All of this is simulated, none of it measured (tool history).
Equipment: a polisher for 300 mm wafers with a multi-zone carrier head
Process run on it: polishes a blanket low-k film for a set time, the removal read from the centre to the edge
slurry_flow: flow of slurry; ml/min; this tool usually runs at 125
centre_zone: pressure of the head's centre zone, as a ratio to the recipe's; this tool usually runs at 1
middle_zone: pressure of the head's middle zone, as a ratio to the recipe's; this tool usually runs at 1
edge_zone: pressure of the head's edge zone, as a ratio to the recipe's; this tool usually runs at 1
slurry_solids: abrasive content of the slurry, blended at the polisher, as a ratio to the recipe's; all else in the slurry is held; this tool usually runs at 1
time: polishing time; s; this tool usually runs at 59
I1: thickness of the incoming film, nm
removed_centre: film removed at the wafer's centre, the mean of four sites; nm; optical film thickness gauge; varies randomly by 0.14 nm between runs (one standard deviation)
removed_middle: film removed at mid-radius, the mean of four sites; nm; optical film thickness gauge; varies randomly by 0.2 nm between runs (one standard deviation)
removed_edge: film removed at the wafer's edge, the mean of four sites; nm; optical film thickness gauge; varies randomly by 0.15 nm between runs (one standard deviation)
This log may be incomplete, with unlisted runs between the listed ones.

{"run": 1, "hour": 0.0, "slurry_flow": 125, "centre_zone": 1, "middle_zone": 1, "edge_zone": 1, "slurry_solids": 1, "time": 59, "I1": 321.2, "removed_centre": 14.7, "removed_middle": 15.7, "removed_edge": 15.1}
{"hour": 39.0, "done": "worn pad replaced by a new one"}
{"hour": 50.8, "done": "centre zone pressure recalibrated"}
{"run": 2, "hour": 93.2, "slurry_flow": 125, "centre_zone": 1, "middle_zone": 1, "edge_zone": 1, "slurry_solids": 1, "time": 59, "I1": 323.9, "removed_centre": 13.5, "removed_middle": 14.6, "removed_edge": 13.7}
{"run": 3, "hour": 166.4, "slurry_flow": 125, "centre_zone": 1, "middle_zone": 1, "edge_zone": 1.07, "slurry_solids": 1, "time": 59, "I1": 320.6, "removed_centre": 13.2, "removed_middle": 13.8, "removed_edge": 13.6}
{"run": 4, "hour": 215.7, "slurry_flow": 125, "centre_zone": 1, "middle_zone": 1, "edge_zone": 1.07, "slurry_solids": 1, "time": 59, "I1": 316.6, "removed_centre": 13, "removed_middle": 13.7, "removed_edge": 13.6}
{"hour": 230.4, "done": "edge zone pressure recalibrated"}
{"run": 5, "hour": 251.7, "slurry_flow": 125, "centre_zone": 1, "middle_zone": 1, "edge_zone": 1, "slurry_solids": 1, "time": 73, "I1": 321.2, "removed_centre": 16.2, "removed_middle": 17.2, "removed_edge": 16.5}
{"run": 6, "hour": 297.3, "slurry_flow": 125, "centre_zone": 1, "middle_zone": 1, "edge_zone": 1, "slurry_solids": 1, "time": 73, "I1": 322.8, "removed_centre": 16.1, "removed_middle": 16.8, "removed_edge": 16.2}
{"hour": 332.9, "done": "worn pad replaced by a new one, repeated, since the last time left the tool worse"}
{"hour": 382.9, "done": "slurry nozzle cleaned"}
{"run": 7, "hour": 404.7, "slurry_flow": 125, "centre_zone": 1, "middle_zone": 1, "edge_zone": 1, "slurry_solids": 1, "time": 59, "I1": 326, "removed_centre": 15.1, "removed_middle": 16.2, "removed_edge": 15.5}
{"run": 8, "hour": 455.0, "slurry_flow": 95, "centre_zone": 1, "middle_zone": 1, "edge_zone": 0.97, "slurry_solids": 1, "time": 59, "I1": 317.5, "removed_centre": 13.9, "removed_middle": 14.8, "removed_edge": 14.2}
{"run": 9, "hour": 555.8, "slurry_flow": 125, "centre_zone": 1, "middle_zone": 1, "edge_zone": 1, "slurry_solids": 1, "time": 59, "I1": 318, "removed_centre": 15, "removed_middle": 15.5, "removed_edge": 15.1}
{"run": 10, "hour": 605.1, "slurry_flow": 125, "centre_zone": 1, "middle_zone": 1, "edge_zone": 1, "slurry_solids": 1, "time": 69, "I1": 319, "removed_centre": 17.3, "removed_middle": 18, "removed_edge": 17.7}
{"hour": 640.1, "done": "edge zone pressure recalibrated"}
{"run": 11, "hour": 667.3, "slurry_flow": 125, "centre_zone": 1, "middle_zone": 1, "edge_zone": 1, "slurry_solids": 1, "time": 59, "I1": 318.3, "removed_centre": 15.1, "removed_middle": 15.6, "removed_edge": 15}
{"hour": 695.1, "done": "worn pad replaced by a new one"}
{"hour": 735.8, "done": "centre zone pressure recalibrated"}
{"run": 12, "hour": 751.7, "slurry_flow": 125, "centre_zone": 1.07, "middle_zone": 0.93, "edge_zone": 1, "slurry_solids": 0.75, "time": 45, "I1": 326.6, "removed_centre": 10.7, "removed_middle": 10.3, "removed_edge": 10.5}
{"hour": 813.8, "done": "carrier head's membrane replaced by a new one"}
{"run": 13, "hour": 830.2, "slurry_flow": 125, "centre_zone": 1, "middle_zone": 1, "edge_zone": 1, "slurry_solids": 1, "time": 59, "I1": 319, "removed_centre": 14.9, "removed_middle": 15.7, "removed_edge": 15.5}
{"run": 14, "hour": 936.1, "slurry_flow": 125, "centre_zone": 1, "middle_zone": 0.89, "edge_zone": 1, "slurry_solids": 1.25, "time": 41, "I1": 324.7, "removed_centre": 11.3, "removed_middle": 10.8, "removed_edge": 11.6}
{"run": 15, "hour": 995.1, "slurry_flow": 125, "centre_zone": 0.93, "middle_zone": 0.94, "edge_zone": 1, "slurry_solids": 1, "time": 59, "I1": 319.2, "removed_centre": 14.2, "removed_middle": 14.9, "removed_edge": 15.1}
{"run": 16, "hour": 1067.9, "slurry_flow": 125, "centre_zone": 1, "middle_zone": 1.11, "edge_zone": 1, "slurry_solids": 1, "time": 59, "I1": 323.9, "removed_centre": 14.7, "removed_middle": 17.3, "removed_edge": 14.8}
{"hour": 1080.4, "done": "edge zone pressure recalibrated"}
{"hour": 1112.8, "done": "worn pad replaced by a new one"}
{"hour": 1117.7, "done": "slurry nozzle cleaned"}
{"run": 17, "hour": 1151.0, "slurry_flow": 160, "centre_zone": 1, "middle_zone": 1, "edge_zone": 1, "slurry_solids": 0.9, "time": 59, "I1": 324.3, "removed_centre": 15.9, "removed_middle": 16.7, "removed_edge": 15.8}
{"run": 18, "hour": 1221.8, "slurry_flow": 125, "centre_zone": 1, "middle_zone": 1, "edge_zone": 1, "slurry_solids": 1, "time": 73, "I1": 315.8, "removed_centre": 18.8, "removed_middle": 19.7, "removed_edge": 19.3}
{"run": 19, "hour": 1295.2, "slurry_flow": 95, "centre_zone": 1, "middle_zone": 1, "edge_zone": 1, "slurry_solids": 1, "time": 59, "I1": 325.5, "removed_centre": 14, "removed_middle": 14.8, "removed_edge": 14.5}
{"hour": 1395.4, "done": "centre zone pressure recalibrated"}
{"run": 20, "hour": 1401.7, "slurry_flow": 150, "centre_zone": 1.1, "middle_zone": 1, "edge_zone": 1, "slurry_solids": 1.15, "time": 52, "I1": 322.3, "removed_centre": 15.5, "removed_middle": 15.1, "removed_edge": 14.5}
{"hour": 1453.3, "done": "edge zone pressure recalibrated"}
{"hour": 1495.6, "done": "worn pad replaced by a new one"}
{"run": 21, "hour": 1496.1, "slurry_flow": 150, "centre_zone": 1.04, "middle_zone": 1.03, "edge_zone": 1.07, "slurry_solids": 1, "time": 59, "I1": 319.5, "removed_centre": 16.9, "removed_middle": 17.5, "removed_edge": 16.7}

Each row is a separate what-if for the run after 21, all from the same tool condition, not one after another. Results?
{"run": "A", "hour": 1496.5, "slurry_flow": 125, "centre_zone": 1, "middle_zone": 1, "edge_zone": 1, "slurry_solids": 1, "time": 76, "I1": 318.8, "removed_centre": "?", "removed_middle": "?", "removed_edge": "?"}
{"run": "B", "hour": 1496.5, "slurry_flow": 150, "centre_zone": 1, "middle_zone": 1, "edge_zone": 1, "slurry_solids": 1, "time": 44, "I1": 318.8, "removed_centre": "?", "removed_middle": "?", "removed_edge": "?"}
{"run": "C", "hour": 1496.5, "slurry_flow": 125, "centre_zone": 1, "middle_zone": 0.94, "edge_zone": 0.93, "slurry_solids": 1, "time": 59, "I1": 318.8, "removed_centre": "?", "removed_middle": "?", "removed_edge": "?"}
{"run": "D", "hour": 1496.5, "slurry_flow": 125, "centre_zone": 1, "middle_zone": 1.09, "edge_zone": 1, "slurry_solids": 1, "time": 59, "I1": 318.8, "removed_centre": "?", "removed_middle": "?", "removed_edge": "?"}

run=A removed_centre=20.6 removed_middle=21.1 removed_edge=20.7
run=B removed_centre=12.5 removed_middle=12.7 removed_edge=12.3
run=C removed_centre=16 removed_middle=15.6 removed_edge=15.8
run=D removed_centre=16 removed_middle=17.5 removed_edge=16.1
The same runs, with their run-to-run variation unchanged, on a tool lacking any hidden condition would have given:
run=A removed_centre=20.8 removed_middle=21.3 removed_edge=20.9
run=B removed_centre=12.6 removed_middle=12.8 removed_edge=12.4
run=C removed_centre=16.2 removed_middle=15.7 removed_edge=15.9
run=D removed_centre=16.2 removed_middle=17.7 removed_edge=16.2
